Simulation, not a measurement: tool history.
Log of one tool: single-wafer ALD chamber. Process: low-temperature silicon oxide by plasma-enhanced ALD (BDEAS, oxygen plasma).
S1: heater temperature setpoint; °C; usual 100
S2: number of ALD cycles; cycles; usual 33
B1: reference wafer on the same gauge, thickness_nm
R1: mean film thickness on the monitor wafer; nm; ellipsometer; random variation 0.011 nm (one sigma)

run     day   S1  S2     B1     R1
  1       0  105  33  4.591  4.392
  2   1.479  111  31  4.596  4.091
  3   2.038  111  31  4.596  4.085
  4   3.308  100  38  4.602  5.107
  5   4.492  100  38  4.606  5.143
  6   5.042  110  33  4.612  4.364
  7   5.554  110  33  4.613  4.366
  8   6.475  110  33   4.62  4.379
  9   7.688  100  33  4.626  4.449
 10   9.008   91  33  4.631  4.615
 11  10.492   91  33  4.628  4.597
     11.821  -- thermocouple changed; heater temperature recalibrated
 12  11.983   91  33  4.639   4.66
 13  13.012   95  38  4.645   5.25
 14  13.638   93  37  4.642  5.149
     13.688  -- gauge calibrated
 15  14.775   95  33  4.556  4.476
 16  16.054  106  29  4.566  3.833
 17  20.067   90  29  4.584  4.043
 18  21.317  100  33  4.579  4.427
 19  22.729   93  31  4.591  4.277
 20  23.942   95  26  4.595  3.556
 21  24.462  100  33  4.593  4.448
 22  25.029  100  33  4.597  4.445
 23  26.317  108  37    4.6   4.92
 24  27.333  100  37  4.603  4.988
 25  28.604  100  31  4.616  4.169

Some steps in R1 between neighbouring runs. How much of each would the tool show without its hidden state too (settings, what came in, random variation), and how much is left for the hidden state, with any gauge scatter that isn't in both results?
The hidden state here: wafer temperature above the value expected at the setpoint (K); gauge reads high (%).
Run 3 -> 4: S1 111 -> 100, S2 31 -> 38. R1 +1.022 nm: hidden state +0.018, all else +1.004.
Run 14 -> 15: S1 93 -> 95, S2 37 -> 33, gauge calibrated. R1 -0.673 nm: hidden state -0.099, all else -0.574.
Run 20 -> 21: S1 95 -> 100, S2 26 -> 33. R1 +0.892 nm: hidden state +0.011, all else +0.881.
